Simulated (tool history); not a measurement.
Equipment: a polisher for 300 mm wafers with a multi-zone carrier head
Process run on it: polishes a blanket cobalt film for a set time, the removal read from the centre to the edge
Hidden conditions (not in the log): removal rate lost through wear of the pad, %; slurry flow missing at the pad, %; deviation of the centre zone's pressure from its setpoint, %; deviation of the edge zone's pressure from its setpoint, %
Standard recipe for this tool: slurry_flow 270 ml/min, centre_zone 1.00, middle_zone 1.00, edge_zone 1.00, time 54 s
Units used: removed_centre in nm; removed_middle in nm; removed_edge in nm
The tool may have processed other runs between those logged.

run	hour	slurry_flow	centre_zone	middle_zone	edge_zone	time	wafers since the last listed run	wafers polished on this pad	hours since the slurry nozzle was cleaned	hours since the centre zone pressure was calibrated	hours since the edge zone pressure was calibrated	hours since the carrier head's membrane was replaced	incoming thickness of the incoming film, nm	removed_centre	removed_middle	removed_edge
1	0.0	270	1.00	0.91	0.95	54	0	3763	44.2	326.0	359.7	449.8	1008.0	172.7	160.2	170.6
# hour 14.3: edge zone pressure recalibrated
2	39.3	320	1.00	1.05	0.88	72	453	4217	83.5	365.3	25.0	489.1	981.9	233.3	246.6	221.7
3	82.2	270	1.00	1.04	0.93	54	521	4739	126.4	408.2	67.9	532.0	980.8	171.5	185.6	168.2
# hour 118.0: worn pad replaced by a new one
4	151.2	270	1.00	1.00	1.00	54	790	404	195.4	477.2	136.9	601.0	997.5	173.5	175.1	172.4
5	205.7	365	1.00	1.00	1.00	54	662	1067	249.9	531.7	191.4	655.5	986.2	178.8	180.3	176.7
6	267.2	345	1.00	1.00	1.07	54	748	1815	311.4	593.2	252.9	717.0	991.3	177.4	176.6	180.0
7	308.3	270	1.07	1.00	0.94	63	499	2315	352.5	634.3	294.0	758.1	996.3	214.6	206.5	196.6
8	335.6	270	1.00	1.00	1.04	54	332	2647	379.8	661.6	321.3	785.4	978.7	173.2	169.1	173.0
9	390.0	185	1.10	1.00	1.00	39	661	3309	434.2	716.0	375.7	839.8	978.8	130.1	117.1	118.0
10	432.8	350	1.00	0.91	1.00	54	520	3829	477.0	758.8	418.5	882.6	991.3	178.6	170.1	175.0
11	459.7	270	1.00	1.00	1.00	54	327	4157	503.9	785.7	445.4	909.5	984.0	172.7	172.4	172.7
# hour 476.6: edge zone pressure recalibrated
# hour 511.7: worn pad replaced by a new one
12	515.5	180	1.08	1.00	1.10	40	605	45	559.7	841.5	38.9	965.3	982.4	130.9	122.9	126.9
13	570.4	270	1.00	1.00	0.90	54	667	713	614.6	896.4	93.8	1020.2	993.2	174.6	171.2	166.5
# hour 582.1: slurry nozzle cleaned
14	613.1	270	1.00	1.00	1.00	54	507	1220	31.0	939.1	136.5	1062.9	1002.4	169.7	171.8	170.8
15	684.6	270	1.00	1.00	0.94	54	869	2090	102.5	1010.6	208.0	1134.4	990.8	172.6	176.6	169.2
16	732.8	270	0.95	1.00	1.00	54	586	2676	150.7	1058.8	256.2	1182.6	987.6	162.8	174.6	173.7
17	777.3	270	1.00	1.00	1.00	54	541	3218	195.2	1103.3	300.7	1227.1	986.5	172.8	173.2	172.6
18	826.4	210	1.05	1.00	0.93	59	597	3815	244.3	1152.4	349.8	1276.2	998.8	192.6	182.4	180.5
# hour 841.5: centre zone pressure recalibrated
19	866.9	270	1.00	1.00	1.00	54	468	4283	284.8	25.4	390.3	1316.7	985.3	171.5	171.4	172.5
# hour 883.0: worn pad replaced by a new one
20	917.6	245	0.95	1.00	0.91	62	568	420	335.5	76.1	441.0	1367.4	995.9	188.5	195.4	191.6
# hour 933.0: edge zone pressure recalibrated
21	964.1	270	1.00	1.06	1.00	71	541	961	382.0	122.6	31.1	1413.9	983.2	224.0	243.1	226.5
22	1006.9	270	1.00	1.00	1.04	54	520	1482	424.8	165.4	73.9	1456.7	991.5	173.0	178.4	175.0

4 options for the next run, each taken on its own from the tool as it stands now. Forecast them:
A	1007.3	270	1.00	1.00	1.00	39	4	1487	425.2	165.8	74.3	1457.1	1003.8	?	?	?
B	1007.3	270	1.08	1.00	1.00	54	4	1487	425.2	165.8	74.3	1457.1	1003.8	?	?	?
C	1007.3	295	1.00	1.00	1.00	54	4	1487	425.2	165.8	74.3	1457.1	1003.8	?	?	?
D	1007.3	270	0.95	1.11	1.00	43	4	1487	425.2	165.8	74.3	1457.1	1003.8	?	?	?

run	removed_centre	removed_middle	removed_edge
A	124.2	128.0	125.0
B	185.9	177.2	173.1
C	173.9	179.1	174.4
D	130.2	153.6	137.7
With the hidden condition removed and each run's random variation left untouched, the same runs would have given:
run	removed_centre	removed_middle	removed_edge
A	124.2	128.0	125.0
B	185.9	177.2	173.1
C	173.9	179.1	174.4
D	130.2	153.6	137.7
